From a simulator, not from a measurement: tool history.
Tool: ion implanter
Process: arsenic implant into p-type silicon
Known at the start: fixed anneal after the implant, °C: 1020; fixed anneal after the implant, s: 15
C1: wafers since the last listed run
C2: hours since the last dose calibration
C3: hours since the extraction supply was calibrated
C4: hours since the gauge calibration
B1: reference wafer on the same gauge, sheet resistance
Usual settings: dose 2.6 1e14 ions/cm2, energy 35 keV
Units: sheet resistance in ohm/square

run 1 day=0 | dose=2.6 energy=35 | C1=0 C2=1238.7 C3=3258.5 C4=285 | B1=310.07 | sheet_resistance=303.71
run 2 day=0.804 | dose=2.6 energy=35 | C1=537 C2=1258 C3=3277.8 C4=304.3 | B1=309.93 | sheet_resistance=304.54
run 3 day=1.321 | dose=2.6 energy=35 | C1=345 C2=1270.4 C3=3290.2 C4=316.7 | B1=310 | sheet_resistance=303.9
run 4 day=2.55 | dose=2.6 energy=35 | C1=822 C2=1299.9 C3=3319.7 C4=346.2 | B1=309.91 | sheet_resistance=305.2
run 5 day=4.367 | dose=2.6 energy=35 | C1=1214 C2=1343.5 C3=3363.3 C4=389.8 | B1=309.96 | sheet_resistance=304.65
run 6 day=5.454 | dose=2.6 energy=35 | C1=727 C2=1369.6 C3=3389.4 C4=415.9 | B1=309.93 | sheet_resistance=304.61
run 7 day=6.158 | dose=2.6 energy=35 | C1=470 C2=1386.5 C3=3406.3 C4=432.8 | B1=310.09 | sheet_resistance=303.99
run 8 day=7.088 | dose=2.6 energy=35 | C1=621 C2=1408.8 C3=3428.6 C4=455.1 | B1=310.04 | sheet_resistance=303.86
run 9 day=7.867 | dose=2.6 energy=35 | C1=521 C2=1427.5 C3=3447.3 C4=473.8 | B1=309.92 | sheet_resistance=303.77
-- day=7.938 gauge calibrated
run 10 day=8.908 | dose=2.6 energy=35 | C1=696 C2=1452.5 C3=3472.3 C4=23.3 | B1=310 | sheet_resistance=303.22
-- day=9.454 extraction supply calibrated
run 11 day=9.521 | dose=2.6 energy=35 | C1=186 C2=1467.2 C3=1.6 C4=38 | B1=310.04 | sheet_resistance=304.77
run 12 day=10.129 | dose=3.14 energy=46 | C1=406 C2=1481.8 C3=16.2 C4=52.6 | B1=310.03 | sheet_resistance=252.79
run 13 day=10.65 | dose=1.89 energy=27.5 | C1=348 C2=1494.3 C3=28.7 C4=65.1 | B1=309.98 | sheet_resistance=399.4
run 14 day=11.7 | dose=2.6 energy=35 | C1=702 C2=1519.5 C3=53.9 C4=90.3 | B1=310.07 | sheet_resistance=303.11
run 15 day=12.596 | dose=3.19 energy=45 | C1=599 C2=1541 C3=75.4 C4=111.8 | B1=309.96 | sheet_resistance=251.96
-- day=13.446 Faraday cup replaced and dose calibrated
run 16 day=13.467 | dose=3.09 energy=35 | C1=359 C2=0.5 C3=96.3 C4=132.7 | B1=309.95 | sheet_resistance=274.08
run 17 day=14.638 | dose=2.6 energy=26 | C1=783 C2=28.6 C3=124.4 C4=160.8 | B1=310.09 | sheet_resistance=324.5
run 18 day=15.142 | dose=2.93 energy=29.5 | C1=337 C2=40.7 C3=136.5 C4=172.9 | B1=309.94 | sheet_resistance=290.62
run 19 day=18.404 | dose=3.19 energy=40 | C1=2181 C2=119 C3=214.8 C4=251.2 | B1=310.06 | sheet_resistance=260.04
run 20 day=19.283 | dose=2.88 energy=25 | C1=587 C2=140.1 C3=235.9 C4=272.3 | B1=309.93 | sheet_resistance=299.8
run 21 day=20.525 | dose=2.6 energy=35 | C1=830 C2=169.9 C3=265.7 C4=302.1 | B1=309.92 | sheet_resistance=309.16
run 22 day=21.262 | dose=2.38 energy=43 | C1=493 C2=187.6 C3=283.4 C4=319.8 | B1=309.96 | sheet_resistance=320.26
run 23 day=21.912 | dose=2.6 energy=35 | C1=434 C2=203.2 C3=299 C4=335.4 | B1=310.01 | sheet_resistance=307.89

Forecast each of these 4 alternatives for the next run:
run A day=21.929 | dose=2.4 energy=35 | C1=11 C2=203.6 C3=299.4 C4=335.8 | B1=? | sheet_resistance=?
run B day=21.929 | dose=2.6 energy=42 | C1=11 C2=203.6 C3=299.4 C4=335.8 | B1=? | sheet_resistance=?
run C day=21.929 | dose=3.21 energy=35 | C1=11 C2=203.6 C3=299.4 C4=335.8 | B1=? | sheet_resistance=?
run D day=21.929 | dose=3.16 energy=31.5 | C1=11 C2=203.6 C3=299.4 C4=335.8 | B1=? | sheet_resistance=?

run=A B1=310.06 sheet_resistance=327.71
run=B B1=310.06 sheet_resistance=300.68
run=C B1=310.06 sheet_resistance=263.74
run=D B1=310.06 sheet_resistance=270.93
Without the tool's hidden state the same runs would have given:
run=A sheet_resistance=332.84
run=B sheet_resistance=305.38
run=C sheet_resistance=267.96
run=D sheet_resistance=275.26
